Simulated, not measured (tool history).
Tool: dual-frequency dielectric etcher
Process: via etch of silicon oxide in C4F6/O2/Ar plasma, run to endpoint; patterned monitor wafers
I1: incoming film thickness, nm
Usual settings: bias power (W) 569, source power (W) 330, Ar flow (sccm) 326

Run 1, hour 0: usual settings but bias power (W) 531, source power (W) 300; I1 79.6. Result: endpoint time (s) 20.4.
At hour 7.9: source power generator calibrated.
Run 2, hour 12.9: usual settings; I1 79.1. Result: endpoint time (s) 18.8.
Run 3, hour 29.9: usual settings; I1 79.8. Result: endpoint time (s) 18.9.
Run 4, hour 47.4: usual settings; I1 79.8. Result: endpoint time (s) 18.9.
Run 5, hour 71.1: usual settings; I1 79.4. Result: endpoint time (s) 18.7.
Run 6, hour 92.6: usual settings; I1 78.7. Result: endpoint time (s) 18.6.
Run 7, hour 110: usual settings but Ar flow (sccm) 289; I1 79.7. Result: endpoint time (s) 18.6.
Run 8, hour 124.8: usual settings but Ar flow (sccm) 289; I1 79.3. Result: endpoint time (s) 18.4.
At hour 204.9: upper electrode replaced.
At hour 241.9: wet clean of the chamber.
Run 9, hour 242.4: usual settings; I1 79.3. Result: endpoint time (s) 19.5.
At hour 253.1: bias power generator calibrated.
Run 10, hour 256.5: usual settings but bias power (W) 697; I1 79.5. Result: endpoint time (s) 17.2.
Run 11, hour 272.8: usual settings but source power (W) 270, Ar flow (sccm) 401; I1 79.5. Result: endpoint time (s) 21.2.
Run 12, hour 307.1: usual settings but source power (W) 310, Ar flow (sccm) 404; I1 79.2. Result: endpoint time (s) 19.9.
Run 13, hour 328.3: usual settings but bias power (W) 694, source power (W) 260, Ar flow (sccm) 292; I1 80.2. Result: endpoint time (s) 18.7.
Run 14, hour 355.4: usual settings; I1 79.6. Result: endpoint time (s) 19.1.
Run 15, hour 373.9: usual settings; I1 78.9. Result: endpoint time (s) 18.9.
Run 16, hour 391: usual settings but bias power (W) 511, source power (W) 370, Ar flow (sccm) 365; I1 79.8. Result: endpoint time (s) 19.5.
Run 17, hour 412.6: usual settings but bias power (W) 705, source power (W) 380; I1 79.7. Result: endpoint time (s) 16.1.
Run 18, hour 437.4: usual settings but bias power (W) 456, source power (W) 390; I1 79.4. Result: endpoint time (s) 19.9.
Run 19, hour 461.8: usual settings but bias power (W) 468; I1 80. Result: endpoint time (s) 21.1.
Run 20, hour 486: usual settings but bias power (W) 687, Ar flow (sccm) 384; I1 79.8. Result: endpoint time (s) 17.4.
At hour 504.9: Ar flow controller replaced.
Run 21, hour 505.4: usual settings; I1 79.9. Result: endpoint time (s) 18.8.
Run 22, hour 522.9: usual settings but bias power (W) 520, source power (W) 350; I1 79.9. Result: endpoint time (s) 19.1.
Run 23, hour 537.4: usual settings; I1 79.4. Result: endpoint time (s) 18.6.
Run 24, hour 564.1: usual settings but source power (W) 380; I1 79.1. Result: endpoint time (s) 17.5.
Run 25, hour 597.2: usual settings but bias power (W) 472, source power (W) 390, Ar flow (sccm) 273; I1 79.4. Result: endpoint time (s) 19.
Run 26, hour 631.8: usual settings; I1 80.2. Result: endpoint time (s) 18.6.
At hour 676.6: wet clean of the chamber.
Run 27, hour 677.1: usual settings; I1 78.7. Result: endpoint time (s) 19.
Run 28, hour 677.4: usual settings but bias power (W) 652, source power (W) 370, Ar flow (sccm) 371; I1 79.4. Result: endpoint time (s) 17.3.
Run 29, hour 699: usual settings but bias power (W) 502, source power (W) 290, Ar flow (sccm) 385; I1 79. Result: endpoint time (s) 21.7.
Run 30, hour 729: usual settings but source power (W) 410, Ar flow (sccm) 273; I1 79.7. Result: endpoint time (s) 17.1.

Some steps in endpoint time (s) between neighbouring runs. How much of each would the tool show without its hidden state too (settings, what came in, random variation), and how much is left for the hidden state, with any gauge scatter that isn't in both results?
The hidden state here: etch rate over this chamber's usual, %; bias power that arrives over what is set, %; source power that arrives over what is set, %; Ar flow that arrives over what is set, %.
Run 8 -> 9: Ar flow (sccm) 289 -> 326, upper electrode replaced, wet clean of the chamber. endpoint time (s) +1.1: hidden state +0.8, all else +0.3.
Run 9 -> 10: bias power (W) 569 -> 697, bias power generator calibrated. endpoint time (s) -2.3: hidden state -0.4, all else -1.9.
Run 10 -> 11: bias power (W) 697 -> 569, source power (W) 330 -> 270, Ar flow (sccm) 326 -> 401. endpoint time (s) +4: hidden state +0, all else +4.
Run 26 -> 27: wet clean of the chamber. endpoint time (s) +0.4: hidden state +0.6, all else -0.2.
Run 28 -> 29: bias power (W) 652 -> 502, source power (W) 370 -> 290, Ar flow (sccm) 371 -> 385. endpoint time (s) +4.4: hidden state -0.1, all else +4.5.
Run 29 -> 30: bias power (W) 502 -> 569, source power (W) 290 -> 410, Ar flow (sccm) 385 -> 273. endpoint time (s) -4.6: hidden state +0, all else -4.6.
